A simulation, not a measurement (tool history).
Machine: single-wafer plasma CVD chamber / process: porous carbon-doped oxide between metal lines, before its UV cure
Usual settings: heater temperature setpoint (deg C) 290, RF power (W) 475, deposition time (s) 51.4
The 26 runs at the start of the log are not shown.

run,hour,heater temperature setpoint (deg C),RF power (W),deposition time (s),"read-back reference wafer on the same gauge, thickness_nm",mean film thickness on the monitor wafer (Å)
27,1283.2,295,395,56.5,262.986,2234.78
28,1349.1,279,560,58.2,262.655,3643.94
29,1387.2,301,505,41.9,262.951,2094.81
30,1430.0,290,475,51.4,263.008,2597.12
31,1467.0,296,415,51.4,263.045,2144.16
32,1534.1,290,475,51.4,262.617,2582.20
33,1605.7,282,395,47.1,262.829,2033.69
34,1647.5,296,435,55.9,263.002,2463.45

Predict each of these 4 candidate next runs independently; none follows another, all start after run 34:
A,1647.9,300,475,51.4,?,?
B,1647.9,278,450,43.1,?,?
C,1647.9,298,555,58.3,?,?
D,1647.9,290,570,51.4,?,?

run,"read-back reference wafer on the same gauge, thickness_nm",mean film thickness on the monitor wafer (Å)
A,262.662,2431.32
B,262.662,2236.60
C,262.662,3215.96
D,262.662,3062.08
Without the tool's unlogged condition, the same runs would have read:
run,mean film thickness on the monitor wafer (Å)
A,2429.88
B,2235.07
C,3213.98
D,3060.10
